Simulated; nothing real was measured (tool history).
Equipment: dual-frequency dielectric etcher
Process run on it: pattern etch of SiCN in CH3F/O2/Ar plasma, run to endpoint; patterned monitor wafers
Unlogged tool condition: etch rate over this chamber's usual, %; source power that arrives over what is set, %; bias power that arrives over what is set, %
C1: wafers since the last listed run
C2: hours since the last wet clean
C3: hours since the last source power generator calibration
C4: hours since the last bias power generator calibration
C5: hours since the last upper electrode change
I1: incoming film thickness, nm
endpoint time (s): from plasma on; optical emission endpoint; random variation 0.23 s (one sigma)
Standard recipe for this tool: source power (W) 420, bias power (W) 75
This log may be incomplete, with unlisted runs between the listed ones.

{"run": 1, "hour": 0.0, "source power (W)": 390, "bias power (W)": 75, "C1": 0, "C2": 63.7, "C3": 424.7, "C4": 1757.7, "C5": 3270.9, "I1": 11.14, "endpoint time (s)": 27.2}
{"run": 2, "hour": 58.7, "source power (W)": 420, "bias power (W)": 85, "C1": 1064, "C2": 122.4, "C3": 483.4, "C4": 1816.4, "C5": 3329.6, "I1": 11.07, "endpoint time (s)": 24.7}
{"run": 3, "hour": 115.9, "source power (W)": 420, "bias power (W)": 75, "C1": 1037, "C2": 179.6, "C3": 540.6, "C4": 1873.6, "C5": 3386.8, "I1": 11.24, "endpoint time (s)": 26.3}
{"run": 4, "hour": 146.9, "source power (W)": 420, "bias power (W)": 75, "C1": 562, "C2": 210.6, "C3": 571.6, "C4": 1904.6, "C5": 3417.8, "I1": 11.07, "endpoint time (s)": 25.3}
{"run": 5, "hour": 214.6, "source power (W)": 420, "bias power (W)": 75, "C1": 1228, "C2": 278.3, "C3": 639.3, "C4": 1972.3, "C5": 3485.5, "I1": 11.1, "endpoint time (s)": 25.5}
{"run": 6, "hour": 248.4, "source power (W)": 450, "bias power (W)": 75, "C1": 613, "C2": 312.1, "C3": 673.1, "C4": 2006.1, "C5": 3519.3, "I1": 11.06, "endpoint time (s)": 24.8}
{"run": 7, "hour": 299.1, "source power (W)": 450, "bias power (W)": 75, "C1": 919, "C2": 362.8, "C3": 723.8, "C4": 2056.8, "C5": 3570.0, "I1": 11.16, "endpoint time (s)": 24.6}
{"run": 8, "hour": 330.2, "source power (W)": 420, "bias power (W)": 75, "C1": 564, "C2": 393.9, "C3": 754.9, "C4": 2087.9, "C5": 3601.1, "I1": 11.1, "endpoint time (s)": 24.8}
{"hour": 363.7, "done": "wet clean of the chamber"}
{"hour": 369.7, "done": "upper electrode replaced"}
{"run": 9, "hour": 370.2, "source power (W)": 370, "bias power (W)": 65, "C1": 180, "C2": 6.5, "C3": 794.9, "C4": 2127.9, "C5": 0.5, "I1": 11.09, "endpoint time (s)": 28.4}
{"run": 10, "hour": 433.9, "source power (W)": 370, "bias power (W)": 65, "C1": 1155, "C2": 70.2, "C3": 858.6, "C4": 2191.6, "C5": 64.2, "I1": 11.18, "endpoint time (s)": 28.2}
{"run": 11, "hour": 491.9, "source power (W)": 400, "bias power (W)": 75, "C1": 1052, "C2": 128.2, "C3": 916.6, "C4": 2249.6, "C5": 122.2, "I1": 11.02, "endpoint time (s)": 26.1}
{"run": 12, "hour": 519.8, "source power (W)": 400, "bias power (W)": 75, "C1": 506, "C2": 156.1, "C3": 944.5, "C4": 2277.5, "C5": 150.1, "I1": 10.95, "endpoint time (s)": 25.5}
{"run": 13, "hour": 591.7, "source power (W)": 420, "bias power (W)": 75, "C1": 1304, "C2": 228.0, "C3": 1016.4, "C4": 2349.4, "C5": 222.0, "I1": 11.11, "endpoint time (s)": 25.2}
{"run": 14, "hour": 626.5, "source power (W)": 420, "bias power (W)": 75, "C1": 631, "C2": 262.8, "C3": 1051.2, "C4": 2384.2, "C5": 256.8, "I1": 10.95, "endpoint time (s)": 24.8}
{"run": 15, "hour": 678.7, "source power (W)": 370, "bias power (W)": 75, "C1": 946, "C2": 315.0, "C3": 1103.4, "C4": 2436.4, "C5": 309.0, "I1": 11.07, "endpoint time (s)": 26.2}
{"run": 16, "hour": 746.5, "source power (W)": 380, "bias power (W)": 86, "C1": 1229, "C2": 382.8, "C3": 1171.2, "C4": 2504.2, "C5": 376.8, "I1": 11.14, "endpoint time (s)": 24.9}
{"run": 17, "hour": 810.7, "source power (W)": 370, "bias power (W)": 56, "C1": 1164, "C2": 447.0, "C3": 1235.4, "C4": 2568.4, "C5": 441.0, "I1": 11.1, "endpoint time (s)": 28.2}
{"run": 18, "hour": 834.9, "source power (W)": 420, "bias power (W)": 75, "C1": 438, "C2": 471.2, "C3": 1259.6, "C4": 2592.6, "C5": 465.2, "I1": 11.06, "endpoint time (s)": 24.8}
{"hour": 847.6, "done": "bias power generator calibrated"}
{"hour": 871.0, "done": "wet clean of the chamber"}
{"run": 19, "hour": 902.5, "source power (W)": 390, "bias power (W)": 62, "C1": 728, "C2": 31.5, "C3": 1327.2, "C4": 54.9, "C5": 532.8, "I1": 11.05, "endpoint time (s)": 28.2}
{"run": 20, "hour": 939.3, "source power (W)": 360, "bias power (W)": 89, "C1": 667, "C2": 68.3, "C3": 1364.0, "C4": 91.7, "C5": 569.6, "I1": 11.04, "endpoint time (s)": 26.1}
{"hour": 972.1, "done": "source power generator calibrated"}
{"run": 21, "hour": 972.6, "source power (W)": 490, "bias power (W)": 91, "C1": 531, "C2": 101.6, "C3": 0.5, "C4": 125.0, "C5": 602.9, "I1": 11.06, "endpoint time (s)": 23.4}
{"run": 22, "hour": 1021.3, "source power (W)": 420, "bias power (W)": 75, "C1": 883, "C2": 150.3, "C3": 49.2, "C4": 173.7, "C5": 651.6, "I1": 11.03, "endpoint time (s)": 25.7}
{"run": 23, "hour": 1075.2, "source power (W)": 420, "bias power (W)": 75, "C1": 977, "C2": 204.2, "C3": 103.1, "C4": 227.6, "C5": 705.5, "I1": 11.2, "endpoint time (s)": 25.8}
{"run": 24, "hour": 1139.7, "source power (W)": 330, "bias power (W)": 75, "C1": 1169, "C2": 268.7, "C3": 167.6, "C4": 292.1, "C5": 770.0, "I1": 11.06, "endpoint time (s)": 27.5}
{"run": 25, "hour": 1177.5, "source power (W)": 380, "bias power (W)": 63, "C1": 685, "C2": 306.5, "C3": 205.4, "C4": 329.9, "C5": 807.8, "I1": 11.07, "endpoint time (s)": 27.5}
{"run": 26, "hour": 1235.4, "source power (W)": 420, "bias power (W)": 81, "C1": 1050, "C2": 364.4, "C3": 263.3, "C4": 387.8, "C5": 865.7, "I1": 11.04, "endpoint time (s)": 24.5}
{"run": 27, "hour": 1270.3, "source power (W)": 380, "bias power (W)": 75, "C1": 633, "C2": 399.3, "C3": 298.2, "C4": 422.7, "C5": 900.6, "I1": 11.15, "endpoint time (s)": 26.4}
{"run": 28, "hour": 1297.1, "source power (W)": 460, "bias power (W)": 75, "C1": 486, "C2": 426.1, "C3": 325.0, "C4": 449.5, "C5": 927.4, "I1": 11.14, "endpoint time (s)": 24.7}
{"hour": 1337.5, "done": "wet clean of the chamber"}
{"run": 29, "hour": 1340.2, "source power (W)": 360, "bias power (W)": 93, "C1": 346, "C2": 2.7, "C3": 368.1, "C4": 492.6, "C5": 970.5, "I1": 10.9, "endpoint time (s)": 25.3}
{"run": 30, "hour": 1369.0, "source power (W)": 470, "bias power (W)": 69, "C1": 522, "C2": 31.5, "C3": 396.9, "C4": 521.4, "C5": 999.3, "I1": 11.15, "endpoint time (s)": 26.1}
{"run": 31, "hour": 1397.2, "source power (W)": 460, "bias power (W)": 61, "C1": 511, "C2": 59.7, "C3": 425.1, "C4": 549.6, "C5": 1027.5, "I1": 11.05, "endpoint time (s)": 26.8}
{"run": 32, "hour": 1435.3, "source power (W)": 420, "bias power (W)": 75, "C1": 691, "C2": 97.8, "C3": 463.2, "C4": 587.7, "C5": 1065.6, "I1": 11.08, "endpoint time (s)": 26.0}
{"run": 33, "hour": 1461.7, "source power (W)": 420, "bias power (W)": 65, "C1": 478, "C2": 124.2, "C3": 489.6, "C4": 614.1, "C5": 1092.0, "I1": 11.07, "endpoint time (s)": 26.9}
{"run": 34, "hour": 1529.7, "source power (W)": 500, "bias power (W)": 75, "C1": 1233, "C2": 192.2, "C3": 557.6, "C4": 682.1, "C5": 1160.0, "I1": 10.92, "endpoint time (s)": 23.8}
{"run": 35, "hour": 1574.5, "source power (W)": 480, "bias power (W)": 68, "C1": 812, "C2": 237.0, "C3": 602.4, "C4": 726.9, "C5": 1204.8, "I1": 11.15, "endpoint time (s)": 25.3}

Below, some changes in endpoint time (s) between adjacent runs. For each, the amount present without the hidden state too (settings, incoming material, random variation) and the amount remaining for the hidden state with gauge scatter not shared by both compared results:
Run 8 -> 9: source power (W) 420 -> 370, bias power (W) 75 -> 65, wet clean of the chamber, upper electrode replaced. endpoint time (s) +3.6: hidden state +1.0, all else +2.6.
Run 17 -> 18: source power (W) 370 -> 420, bias power (W) 56 -> 75. endpoint time (s) -3.4: hidden state +0.1, all else -3.5.
Run 18 -> 19: source power (W) 420 -> 390, bias power (W) 75 -> 62, bias power generator calibrated, wet clean of the chamber. endpoint time (s) +3.4: hidden state +1.4, all else +2.0.
Run 28 -> 29: source power (W) 460 -> 360, bias power (W) 75 -> 93, wet clean of the chamber. endpoint time (s) +0.6: hidden state +1.3, all else -0.7.
